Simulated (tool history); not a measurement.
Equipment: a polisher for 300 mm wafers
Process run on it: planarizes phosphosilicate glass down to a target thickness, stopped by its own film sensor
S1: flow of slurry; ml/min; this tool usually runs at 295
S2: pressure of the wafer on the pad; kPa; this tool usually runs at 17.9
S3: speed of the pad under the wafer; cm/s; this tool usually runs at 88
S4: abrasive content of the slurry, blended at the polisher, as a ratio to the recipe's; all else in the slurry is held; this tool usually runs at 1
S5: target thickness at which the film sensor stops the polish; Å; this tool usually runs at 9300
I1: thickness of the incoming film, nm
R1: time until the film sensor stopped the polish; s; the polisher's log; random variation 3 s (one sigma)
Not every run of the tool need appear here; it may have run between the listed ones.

run   hour   S1    S2  S3  S4    S5      I1     R1
  1    0.0  365  17.9  88   1  9300  1690.2  156.1
  2   62.8  295  17.9  88   1  9300  1698.1  156.3
     105.9  -- slurry nozzle cleaned
  3  113.6  295  17.9  88   1  9300  1721.3  160.8
     121.3  -- worn pad replaced by a new one
     157.4  -- slurry blender recalibrated
  4  157.7  295  17.9  88   1  9300  1717.0  161.3
  5  226.5  295  17.9  88   1  9300  1694.1  150.3
     258.3  -- head pressure recalibrated
     267.0  -- conditioning disc replaced and pad reconditioned
  6  285.5  295  17.9  88   1  9300  1694.1  142.5
     299.7  -- worn pad replaced by a new one
  7  311.2  295  17.9  88   1  9300  1721.9  144.6
     321.2  -- slurry blender recalibrated
  8  350.9  295  17.9  88   1  9300  1688.2  143.4
     376.0  -- head pressure recalibrated, repeated, since the last time left the tool worse
     385.5  -- slurry nozzle cleaned
  9  395.9  295  17.9  88   1  9300  1728.6  169.1

Run 10, settings as shown, results not yet in. Your forecast:
 10  430.1  365  17.9  88   1  9300  1697.8   ?

Run 10 came out at R1 158.4 s.
With the hidden condition absent and the run-to-run variation left alone, this run would have shown R1 160.4 s.
